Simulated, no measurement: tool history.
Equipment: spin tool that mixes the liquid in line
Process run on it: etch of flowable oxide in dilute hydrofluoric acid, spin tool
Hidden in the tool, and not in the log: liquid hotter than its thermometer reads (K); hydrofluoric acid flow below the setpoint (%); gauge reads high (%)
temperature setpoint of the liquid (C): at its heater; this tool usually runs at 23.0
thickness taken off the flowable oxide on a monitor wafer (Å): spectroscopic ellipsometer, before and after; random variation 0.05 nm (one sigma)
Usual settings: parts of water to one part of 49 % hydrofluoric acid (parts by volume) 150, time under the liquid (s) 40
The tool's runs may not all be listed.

run,hour,temperature setpoint of the liquid (C),parts of water to one part of 49 % hydrofluoric acid (parts by volume),time under the liquid (s),wafers since the last listed run,hours since the thermometer was replaced,hours since the hydrofluoric acid flow meter was replaced,hours since the gauge calibration,"read-back film thickness of the flowable oxide reference wafer, read on the same gauge (nm)",thickness taken off the flowable oxide on a monitor wafer (Å)
1,0.0,23.0,150,40,0,2012.3,226.0,487.1,120.03,119.0
2,21.6,23.0,150,40,320,2033.9,247.6,508.7,120.00,119.9
3,49.7,23.0,150,40,417,2062.0,275.7,536.8,120.01,119.3
4,73.0,23.0,150,40,345,2085.3,299.0,560.1,119.99,120.3
5,108.1,23.0,150,40,520,2120.4,334.1,595.2,120.00,120.2
6,129.2,23.0,150,40,313,2141.5,355.2,616.3,120.00,120.2
7,148.8,23.0,150,60,290,2161.1,374.8,635.9,119.98,178.6
8,163.6,23.0,150,40,219,2175.9,389.6,650.7,119.99,119.6
9,183.0,23.0,150,40,287,2195.3,409.0,670.1,120.00,119.9
10,206.7,23.0,150,40,351,2219.0,432.7,693.8,120.04,119.2
11,238.3,23.0,150,40,469,2250.6,464.3,725.4,120.01,119.1
12,269.9,23.0,150,30,469,2282.2,495.9,757.0,120.01,89.8
13,290.4,23.0,150,40,304,2302.7,516.4,777.5,119.96,119.3
14,389.6,20.5,150,40,1472,2401.9,615.6,876.7,120.00,108.5
15,419.8,20.5,150,40,448,2432.1,645.8,906.9,119.99,108.6
16,453.0,20.5,150,40,492,2465.3,679.0,940.1,119.99,108.9
17,478.6,23.0,105,60,379,2490.9,704.6,965.7,120.00,270.6
18,493.1,20.0,150,40,215,2505.4,719.1,980.2,120.02,106.5

What does the tool deliver on the next run?
# hour 522.5: thermometer replaced
19,524.9,20.5,105,65,457,2.4,750.9,1012.0,?,?

{"run 19": {"read-back film thickness of the flowable oxide reference wafer, read on the same gauge (nm)": 119.99, "thickness taken off the flowable oxide on a monitor wafer (Å)": 264.4}}
If the tool had no hidden condition, the same run with the same run-to-run variation would have returned thickness taken off the flowable oxide on a monitor wafer (Å) 264.4.
